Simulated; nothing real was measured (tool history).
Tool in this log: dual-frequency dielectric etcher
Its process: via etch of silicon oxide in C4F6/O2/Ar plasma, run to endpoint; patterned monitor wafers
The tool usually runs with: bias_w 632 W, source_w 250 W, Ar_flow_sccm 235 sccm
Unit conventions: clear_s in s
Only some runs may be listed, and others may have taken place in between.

run,day,bias_w,source_w,Ar_flow_sccm,wafers since the last listed run,hours since the last wet clean,hours since the last bias power generator calibration,hours since the last source power generator calibration,hours since the last Ar flow controller change,hours since the last upper electrode change,"incoming incoming film thickness, nm",clear_s
1,0,585,210,235,0,55.7,479.5,3780.4,1032.4,3816.7,123.7,33.7
2,11.633,553,250,276,3284,334.9,758.7,4059.6,1311.6,4095.9,124,31.9
3,15.112,632,250,235,982,418.4,842.2,4143.1,1395.1,4179.4,125.3,30.3
4,19.254,632,250,235,1169,517.8,941.6,4242.5,1494.5,4278.8,123.9,29.9
5,21.946,632,250,235,760,582.4,1006.2,4307.1,1559.1,4343.4,124,29.9
6,25.158,632,250,235,907,659.5,1083.3,4384.2,1636.2,4420.5,124.7,30.2
# day 26.421: wet clean of the chamber
7,28.388,632,250,235,629,47.2,1160.8,4461.7,1713.7,4498,124.9,30.3
8,31.75,632,250,235,949,127.9,1241.5,4542.4,1794.4,4578.7,124,29.8
9,34.796,730,250,235,860,201,1314.6,4615.5,1867.5,4651.8,124.9,28.9
# day 37.904: upper electrode replaced
10,37.925,632,250,235,601,276.1,1389.7,4690.6,1942.6,0.5,124.5,30.3
11,49.858,503,280,280,3369,562.5,1676.1,4977,2229,286.9,125.3,31.5
# day 50.875: wet clean of the chamber
12,52.758,632,270,235,536,45.2,1745.7,5046.6,2298.6,356.5,125.1,29.2
# day 54.958: source power generator calibrated
13,55.192,543,250,235,640,103.6,1804.1,5.6,2357,414.9,124,31.6
14,57.292,632,250,259,592,154,1854.5,56,2407.4,465.3,124.7,30.7
15,60.242,632,250,235,833,224.8,1925.3,126.8,2478.2,536.1,124.6,30.3
16,62.512,632,300,252,641,279.3,1979.8,181.3,2532.7,590.6,123.9,27.8
# day 66.417: Ar flow controller replaced
# day 67.729: bias power generator calibrated
17,72.417,758,200,191,2679,517,112.5,419,144,828.3,125.7,32
18,74.788,632,250,186,669,573.9,169.4,475.9,200.9,885.2,123.2,29.6
# day 78.05: wet clean of the chamber
19,78.112,501,210,210,656,1.5,249.2,555.7,280.7,965,124.3,35.5
20,82.088,632,250,235,1122,96.9,344.6,651.1,376.1,1060.4,124.8,30.8
21,86.5,632,250,235,1245,202.8,450.5,757,482,1166.3,124.6,30.6
22,88.171,725,300,283,471,242.9,490.6,797.1,522.1,1206.4,125.5,27.5
# day 98.921: bias power generator calibrated, repeated, since the last time left the tool worse
23,100.042,721,280,212,3304,527.8,26.9,1082,807,1491.3,124.6,26.8
24,103.658,632,250,235,1021,614.6,113.7,1168.8,893.8,1578.1,124.7,30.1
25,106.279,632,250,235,740,677.5,176.6,1231.7,956.7,1641,125.2,30.1
# day 107.308: wet clean of the chamber
26,107.962,632,250,235,192,15.7,217,1272.1,997.1,1681.4,125.1,30.2
27,113.333,503,280,280,1516,144.6,345.9,1401,1126,1810.3,125,31.1

What if the next run were any one of these 5? Each begins from the tool's condition after run 27:
A,113.35,776,250,235,4,145,346.3,1401.4,1126.4,1810.7,124.4,?
B,113.35,713,270,250,4,145,346.3,1401.4,1126.4,1810.7,124.4,?
C,113.35,693,250,281,4,145,346.3,1401.4,1126.4,1810.7,124.4,?
D,113.35,764,270,258,4,145,346.3,1401.4,1126.4,1810.7,124.4,?
E,113.35,508,250,212,4,145,346.3,1401.4,1126.4,1810.7,124.4,?

run,clear_s
A,28.1
B,28
C,29.8
D,27.4
E,31.7
Without the tool's hidden state the same runs would have given:
run,clear_s
A,28
B,27.9
C,29.8
D,27.4
E,31.7

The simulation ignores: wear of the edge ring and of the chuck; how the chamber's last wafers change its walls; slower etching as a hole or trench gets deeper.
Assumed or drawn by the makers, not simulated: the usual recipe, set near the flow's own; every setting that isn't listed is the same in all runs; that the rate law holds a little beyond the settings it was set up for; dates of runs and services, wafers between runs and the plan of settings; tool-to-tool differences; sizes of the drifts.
